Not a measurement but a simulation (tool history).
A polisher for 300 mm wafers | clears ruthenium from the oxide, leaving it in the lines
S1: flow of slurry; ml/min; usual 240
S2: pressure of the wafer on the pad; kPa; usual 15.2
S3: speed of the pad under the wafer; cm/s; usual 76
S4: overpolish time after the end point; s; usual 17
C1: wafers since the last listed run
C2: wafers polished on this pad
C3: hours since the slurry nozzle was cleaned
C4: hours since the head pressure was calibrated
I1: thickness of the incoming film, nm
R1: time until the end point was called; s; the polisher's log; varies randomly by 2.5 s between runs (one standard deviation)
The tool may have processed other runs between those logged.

run,day,S1,S2,S3,S4,C1,C2,C3,C4,I1,R1
1,0.000,240,15.2,76,17,0,1727,680.3,4.1,129.7,167.0
# day 0.288: slurry nozzle cleaned
2,2.038,240,15.2,76,17,197,1925,42.0,53.0,131.7,174.4
3,6.321,240,15.2,76,17,424,2349,144.8,155.8,128.5,169.7
# day 9.183: worn pad replaced by a new one
4,10.679,240,15.2,76,17,415,148,249.4,260.4,129.8,167.3
5,13.771,240,15.2,76,17,306,454,323.6,334.6,131.5,168.9
6,15.412,240,15.2,76,17,162,617,363.0,374.0,128.9,163.0
7,23.250,240,15.2,76,17,776,1393,551.1,562.1,128.8,160.8
# day 23.567: head pressure recalibrated
# day 24.396: slurry nozzle cleaned
8,27.150,240,15.2,76,17,373,1767,66.1,86.0,129.2,165.9
9,28.875,285,15.2,76,17,170,1938,107.5,127.4,129.8,171.0
# day 31.908: worn pad replaced by a new one
10,32.238,240,15.2,76,17,316,32,188.2,208.1,130.6,167.3
11,35.650,240,15.2,76,17,338,370,270.1,290.0,130.2,166.1
12,37.433,240,15.2,76,19,176,547,312.9,332.8,128.7,166.9
13,41.729,240,15.2,76,17,425,972,416.0,435.9,128.7,162.0
14,44.471,290,15.2,76,17,271,1244,481.8,501.7,132.1,161.6
15,48.458,240,15.2,76,17,395,1639,577.5,597.4,132.2,165.2
# day 49.512: head pressure recalibrated
# day 49.783: slurry nozzle cleaned
16,51.958,240,15.2,76,17,334,1973,52.2,58.7,129.1,168.7
17,54.404,195,11.7,76,17,242,2215,110.9,117.4,129.9,198.3
18,56.017,205,13.1,76,17,159,2375,149.6,156.1,128.0,189.7

Run 19, settings as shown, results not yet in. Your forecast:
# day 58.092: worn pad replaced by a new one
19,59.583,165,12.4,76,17,336,147,235.2,241.7,132.1,?

R1: 207.8 s
With the hidden condition absent and the run-to-run variation left alone, this run would have shown R1 211.3 s.

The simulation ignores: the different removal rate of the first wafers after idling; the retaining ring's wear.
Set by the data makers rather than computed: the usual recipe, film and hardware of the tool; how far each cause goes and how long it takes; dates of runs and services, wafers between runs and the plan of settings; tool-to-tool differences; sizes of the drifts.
